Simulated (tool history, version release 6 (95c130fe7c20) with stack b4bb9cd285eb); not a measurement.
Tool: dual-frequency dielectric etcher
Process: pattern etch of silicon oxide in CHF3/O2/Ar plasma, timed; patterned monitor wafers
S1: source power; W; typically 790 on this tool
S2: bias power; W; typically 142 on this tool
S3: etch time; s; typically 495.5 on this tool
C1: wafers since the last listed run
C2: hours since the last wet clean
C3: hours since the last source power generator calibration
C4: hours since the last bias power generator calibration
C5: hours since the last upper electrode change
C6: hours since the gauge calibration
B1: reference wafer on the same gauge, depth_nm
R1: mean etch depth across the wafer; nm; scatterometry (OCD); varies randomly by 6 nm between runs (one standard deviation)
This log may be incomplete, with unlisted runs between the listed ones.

Run 1, day 0.000: usual settings but S2 168 W; C1 0; C2 133.6; C3 2735.5; C4 2070.8; C5 5124.8; C6 433.7; B1 1044.4. Result: R1 996.9 nm.
Run 2, day 0.679: usual settings but S2 168 W; C1 66; C2 149.9; C3 2751.8; C4 2087.1; C5 5141.1; C6 450.0; B1 1044.8. Result: R1 1005.2 nm.
Run 3, day 1.962: usual settings but S2 168 W; C1 125; C2 180.7; C3 2782.6; C4 2117.9; C5 5171.9; C6 480.8; B1 1045.3. Result: R1 1018.4 nm.
Run 4, day 2.488: usual settings; C1 51; C2 193.3; C3 2795.2; C4 2130.5; C5 5184.5; C6 493.4; B1 1045.2. Result: R1 962.4 nm.
Run 5, day 3.646: usual settings; C1 112; C2 221.1; C3 2823.0; C4 2158.3; C5 5212.3; C6 521.2; B1 1045.2. Result: R1 973.7 nm.
Run 6, day 5.038: usual settings; C1 135; C2 254.5; C3 2856.4; C4 2191.7; C5 5245.7; C6 554.6; B1 1044.1. Result: R1 958.3 nm.
Run 7, day 6.083: usual settings but S2 132 W, S3 547.5 s; C1 101; C2 279.6; C3 2881.5; C4 2216.8; C5 5270.8; C6 579.7; B1 1044.6. Result: R1 1049.7 nm.
Run 8, day 6.767: usual settings but S2 132 W, S3 547.5 s; C1 66; C2 296.0; C3 2897.9; C4 2233.2; C5 5287.2; C6 596.1; B1 1045.1. Result: R1 1055.2 nm.
Run 9, day 7.504: usual settings but S2 132 W, S3 547.5 s; C1 71; C2 313.7; C3 2915.6; C4 2250.9; C5 5304.9; C6 613.8; B1 1046.2. Result: R1 1056.6 nm.
Run 10, day 8.600: usual settings; C1 106; C2 340.0; C3 2941.9; C4 2277.2; C5 5331.2; C6 640.1; B1 1044.5. Result: R1 977.9 nm.
At day 9.804: source power generator calibrated.
At day 10.279: wet clean of the chamber.
At day 10.412: upper electrode replaced.
Run 11, day 10.433: usual settings; C1 103; C2 3.7; C3 15.1; C4 2321.2; C5 0.5; C6 684.1; B1 1046.2. Result: R1 945.8 nm.
Run 12, day 10.892: usual settings; C1 44; C2 14.7; C3 26.1; C4 2332.2; C5 11.5; C6 695.1; B1 1044.5. Result: R1 938.5 nm.
Run 13, day 12.183: usual settings; C1 125; C2 45.7; C3 57.1; C4 2363.2; C5 42.5; C6 726.1; B1 1043.7. Result: R1 934.4 nm.
Run 14, day 13.012: usual settings but S3 357.5 s; C1 80; C2 65.6; C3 77.0; C4 2383.1; C5 62.4; C6 746.0; B1 1044.2. Result: R1 675.5 nm.
Run 15, day 13.575: usual settings but S1 970 W, S2 171 W, S3 623.0 s; C1 54; C2 79.1; C3 90.5; C4 2396.6; C5 75.9; C6 759.5; B1 1044.8. Result: R1 1365.9 nm.
Run 16, day 14.558: usual settings but S2 132 W, S3 547.5 s; C1 95; C2 102.7; C3 114.1; C4 2420.2; C5 99.5; C6 783.1; B1 1046.3. Result: R1 1037.1 nm.
Run 17, day 15.471: usual settings; C1 88; C2 124.6; C3 136.0; C4 2442.1; C5 121.4; C6 805.0; B1 1045.0. Result: R1 955.3 nm.
At day 15.979: gauge calibrated.
Run 18, day 16.250: usual settings but S1 630 W, S3 612.0 s; C1 75; C2 143.3; C3 154.7; C4 2460.8; C5 140.1; C6 6.5; B1 1046.2. Result: R1 1067.2 nm.
Run 19, day 17.738: usual settings but S3 559.5 s; C1 144; C2 179.0; C3 190.4; C4 2496.5; C5 175.8; C6 42.2; B1 1045.3. Result: R1 1076.2 nm.
Run 20, day 18.512: usual settings but S3 378.5 s; C1 75; C2 197.6; C3 209.0; C4 2515.1; C5 194.4; C6 60.8; B1 1045.9. Result: R1 737.4 nm.
Run 21, day 19.196: usual settings but S1 600 W, S3 643.5 s; C1 66; C2 214.0; C3 225.4; C4 2531.5; C5 210.8; C6 77.2; B1 1045.1. Result: R1 1098.3 nm.
Run 22, day 20.362: usual settings but S1 680 W, S2 123 W, S3 547.5 s; C1 113; C2 242.0; C3 253.4; C4 2559.5; C5 238.8; C6 105.2; B1 1043.9. Result: R1 965.1 nm.
At day 21.275: bias power generator calibrated.
Run 23, day 21.579: usual settings; C1 102; C2 271.2; C3 282.6; C4 7.3; C5 268.0; C6 134.4; B1 1045.9. Result: R1 978.2 nm.
Run 24, day 22.508: usual settings; C1 90; C2 293.5; C3 304.9; C4 29.6; C5 290.3; C6 156.7; B1 1045.0. Result: R1 965.1 nm.
Run 25, day 23.204: usual settings but S3 624.5 s; C1 67; C2 310.2; C3 321.6; C4 46.3; C5 307.0; C6 173.4; B1 1043.6. Result: R1 1224.4 nm.
Run 26, day 24.058: usual settings but S1 660 W, S2 118 W; C1 83; C2 330.7; C3 342.1; C4 66.8; C5 327.5; C6 193.9; B1 1044.0. Result: R1 863.7 nm.
Run 27, day 25.200: usual settings; C1 111; C2 358.1; C3 369.5; C4 94.2; C5 354.9; C6 221.3; B1 1045.0. Result: R1 987.0 nm.
Run 28, day 26.250: usual settings but S2 122 W, S3 440.5 s; C1 102; C2 383.3; C3 394.7; C4 119.4; C5 380.1; C6 246.5; B1 1043.3. Result: R1 842.0 nm.
At day 28.008: wet clean of the chamber.
Run 29, day 28.029: usual settings; C1 75; C2 0.5; C3 437.4; C4 162.1; C5 422.8; C6 289.2; B1 1044.3. Result: R1 934.5 nm.
Run 30, day 28.046: usual settings; C1 1; C2 0.9; C3 437.8; C4 162.5; C5 423.2; C6 289.6; B1 1043.9. Result: R1 930.7 nm.

How would selected steps in R1 from run to run divide? Give the signed amount a tool lacking its hidden state would still show from settings, what came in and random variation, and the signed amount left for the hidden state, including any gauge scatter that is not in both of the compared results.
Hidden state present: etch rate over this chamber's usual, %; source power that arrives over what is set, %; bias power that arrives over what is set, %; gauge reads high (%).
Run 10 -> 11: source power generator calibrated, wet clean of the chamber, upper electrode replaced. R1 -32.1 nm: hidden state -43.8, all else +11.7.
Run 14 -> 15: S1 790 -> 970, S2 142 -> 171, S3 357.5 -> 623.0. R1 +690.4 nm: hidden state +6.6, all else +683.8.
Run 20 -> 21: S1 790 -> 600, S3 378.5 -> 643.5. R1 +360.9 nm: hidden state +11.0, all else +349.9.
Run 24 -> 25: S3 495.5 -> 624.5. R1 +259.3 nm: hidden state +12.0, all else +247.3.
Run 25 -> 26: S1 790 -> 660, S2 142 -> 118, S3 624.5 -> 495.5. R1 -360.7 nm: hidden state -11.6, all else -349.1.
Run 28 -> 29: S2 122 -> 142, S3 440.5 -> 495.5, wet clean of the chamber. R1 +92.5 nm: hidden state -40.9, all else +133.4.
